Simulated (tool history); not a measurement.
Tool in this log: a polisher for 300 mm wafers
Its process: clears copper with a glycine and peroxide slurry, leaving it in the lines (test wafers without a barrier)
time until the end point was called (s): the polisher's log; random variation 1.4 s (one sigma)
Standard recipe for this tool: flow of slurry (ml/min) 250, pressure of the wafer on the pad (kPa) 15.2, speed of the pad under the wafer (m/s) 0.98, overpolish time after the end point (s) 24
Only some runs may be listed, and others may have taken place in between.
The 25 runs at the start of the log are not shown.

run    hour  flow of slurry (ml/min)  pressure of the wafer on the pad (kPa)  speed of the pad under the wafer (m/s)  overpolish time after the end point (s)  wafers since the last listed run  wafers polished on this pad  hours since the slurry nozzle was cleaned  hours since the head pressure was calibrated  incoming thickness of the incoming film, nm  time until the end point was called (s)
 26  1225.3                      250                                    15.2                                    0.98                                       24                               336                          634                                      755.5                                         304.2                                        669.6                                    164.9
       1279  -- slurry nozzle cleaned
 27  1281.2                      250                                    15.2                                    0.98                                       24                               337                          971                                        2.2                                         360.1                                        669.1                                    167.9
 28  1340.6                      185                                    15.2                                    0.98                                       24                               364                         1336                                       61.6                                         419.5                                          679                                    187.3
 29    1376                      250                                    15.2                                    0.98                                       24                               217                         1553                                         97                                         454.9                                          671                                      172
 30  1427.1                      195                                    10.3                                    0.72                                       19                               313                         1867                                      148.1                                           506                                        667.6                                    237.8
 31  1479.4                      210                                    15.2                                    0.78                                       18                               321                         2188                                      200.4                                         558.3                                        676.5                                    201.3
     1593.4  -- worn pad replaced by a new one
 32    1677                      195                                    15.2                                    0.86                                       24                              1188                          513                                        398                                         755.9                                        667.8                                    184.6
 33  1707.5                      300                                    15.2                                    0.98                                       24                               187                          700                                      428.5                                         786.4                                        669.9                                    160.1

Forecast each of these 5 alternatives for the next run:
  A  1708                      250                                    15.2                                    0.98                                       14                                 3                          703                                        429                                         786.9                                        683.6                                        ?
  B  1708                      280                                    15.2                                    0.98                                       11                                 3                          703                                        429                                         786.9                                        683.6                                        ?
  C  1708                      330                                    13.1                                    0.98                                       24                                 3                          703                                        429                                         786.9                                        683.6                                        ?
  D  1708                      170                                    19.3                                    0.86                                       24                                 3                          703                                        429                                         786.9                                        683.6                                        ?
  E  1708                      250                                    15.2                                    0.66                                       24                                 3                          703                                        429                                         786.9                                        683.6                                        ?

run  time until the end point was called (s)
  A                                    168.3
  B                                    165.4
  C                                    172.5
  D                                    177.4
  E                                    196.3
Take away the tool's hidden state, keep each run's random variation, and the runs would have read:
run  time until the end point was called (s)
  A                                    158.9
  B                                    156.2
  C                                    162.9
  D                                    167.6
  E                                    185.4

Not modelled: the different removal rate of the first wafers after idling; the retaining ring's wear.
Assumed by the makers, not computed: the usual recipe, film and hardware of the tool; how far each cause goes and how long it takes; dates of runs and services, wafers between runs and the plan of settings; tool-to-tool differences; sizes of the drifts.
